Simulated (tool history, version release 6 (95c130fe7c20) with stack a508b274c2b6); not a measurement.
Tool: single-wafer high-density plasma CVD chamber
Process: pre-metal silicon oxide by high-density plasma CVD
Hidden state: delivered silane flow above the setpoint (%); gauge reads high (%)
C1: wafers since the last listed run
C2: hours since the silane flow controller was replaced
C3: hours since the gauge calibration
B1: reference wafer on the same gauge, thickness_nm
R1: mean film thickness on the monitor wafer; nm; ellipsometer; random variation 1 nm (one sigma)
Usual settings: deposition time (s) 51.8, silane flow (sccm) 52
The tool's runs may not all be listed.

Run 1, hour 0: usual settings; C1 0; C2 4811.5; C3 634.2; B1 243.721. Result: R1 284.416 nm.
Run 2, hour 48.8: usual settings; C1 649; C2 4860.3; C3 683; B1 244.157. Result: R1 288.053 nm.
Run 3, hour 82: usual settings; C1 441; C2 4893.5; C3 716.2; B1 244.45. Result: R1 286.597 nm.
Run 4, hour 143.7: usual settings but deposition time (s) 55.7; C1 821; C2 4955.2; C3 777.9; B1 244.097. Result: R1 307.673 nm.
Run 5, hour 210.6: usual settings; C1 890; C2 5022.1; C3 844.8; B1 244.402. Result: R1 286.155 nm.
Run 6, hour 253.5: usual settings but deposition time (s) 59.4, silane flow (sccm) 45; C1 571; C2 5065; C3 887.7; B1 244.277. Result: R1 284.401 nm.
Run 7, hour 289.5: usual settings; C1 479; C2 5101; C3 923.7; B1 243.968. Result: R1 286.944 nm.
Run 8, hour 504: usual settings; C1 2855; C2 5315.5; C3 1138.2; B1 244.131. Result: R1 284.876 nm.
Run 9, hour 546.2: usual settings; C1 561; C2 5357.7; C3 1180.4; B1 243.91. Result: R1 285.101 nm.
At hour 586.2: silane flow controller replaced.
Run 10, hour 605: usual settings but silane flow (sccm) 44; C1 676; C2 18.8; C3 1239.2; B1 243.79. Result: R1 226.444 nm.
At hour 650.1: gauge calibrated.
Run 11, hour 807.4: usual settings but silane flow (sccm) 44; C1 2694; C2 221.2; C3 157.3; B1 243.945. Result: R1 229.656 nm.
Run 12, hour 871.1: usual settings; C1 847; C2 284.9; C3 221; B1 244.087. Result: R1 270.255 nm.
Run 13, hour 921.1: usual settings but deposition time (s) 48.6, silane flow (sccm) 42; C1 665; C2 334.9; C3 271; B1 243.958. Result: R1 206.101 nm.
Run 14, hour 962.9: usual settings but deposition time (s) 41.5, silane flow (sccm) 44; C1 556; C2 376.7; C3 312.8; B1 244.161. Result: R1 183.988 nm.
Run 15, hour 1057.5: usual settings but deposition time (s) 47, silane flow (sccm) 61; C1 1259; C2 471.3; C3 407.4; B1 244.17. Result: R1 290.921 nm.
Run 16, hour 1112.2: usual settings but deposition time (s) 41.5, silane flow (sccm) 44; C1 728; C2 526; C3 462.1; B1 243.754. Result: R1 184.63 nm.
Run 17, hour 1181.1: usual settings but deposition time (s) 61.5, silane flow (sccm) 47; C1 917; C2 594.9; C3 531; B1 243.87. Result: R1 294.752 nm.
Run 18, hour 1233.9: usual settings but silane flow (sccm) 44; C1 702; C2 647.7; C3 583.8; B1 243.877. Result: R1 232.244 nm.
Run 19, hour 1305.1: usual settings but deposition time (s) 57.5; C1 947; C2 718.9; C3 655; B1 243.988. Result: R1 305.67 nm.
Run 20, hour 1376: usual settings but deposition time (s) 57.4, silane flow (sccm) 60; C1 943; C2 789.8; C3 725.9; B1 243.858. Result: R1 352.52 nm.
Run 21, hour 1442.7: usual settings but deposition time (s) 43.5; C1 887; C2 856.5; C3 792.6; B1 243.87. Result: R1 232.358 nm.
Run 22, hour 1487.6: usual settings; C1 597; C2 901.4; C3 837.5; B1 243.69. Result: R1 276.883 nm.
Run 23, hour 1549.5: usual settings; C1 824; C2 963.3; C3 899.4; B1 243.708. Result: R1 277.653 nm.

5 ways to go on from here, each from the tool as it stands after run 23. What would each give?
Run A, hour 1549.9: usual settings but deposition time (s) 46.9; C1 5; C2 963.7; C3 899.8; B1 ?. Result: R1 ?.
Run B, hour 1549.9: usual settings but deposition time (s) 45.3; C1 5; C2 963.7; C3 899.8; B1 ?. Result: R1 ?.
Run C, hour 1549.9: usual settings but deposition time (s) 58.4, silane flow (sccm) 56; C1 5; C2 963.7; C3 899.8; B1 ?. Result: R1 ?.
Run D, hour 1549.9: usual settings but deposition time (s) 44.2, silane flow (sccm) 61; C1 5; C2 963.7; C3 899.8; B1 ?. Result: R1 ?.
Run E, hour 1549.9: usual settings but silane flow (sccm) 62; C1 5; C2 963.7; C3 899.8; B1 ?. Result: R1 ?.

run       B1       R1
  A  243.935  249.927
  B  243.935    241.4
  C  243.935  335.148
  D  243.935  276.305
  E  243.935  329.123
Without the tool's hidden state the same runs would have given:
run       R1
  A  243.271
  B  234.972
  C  326.223
  D  268.947
  E  320.358
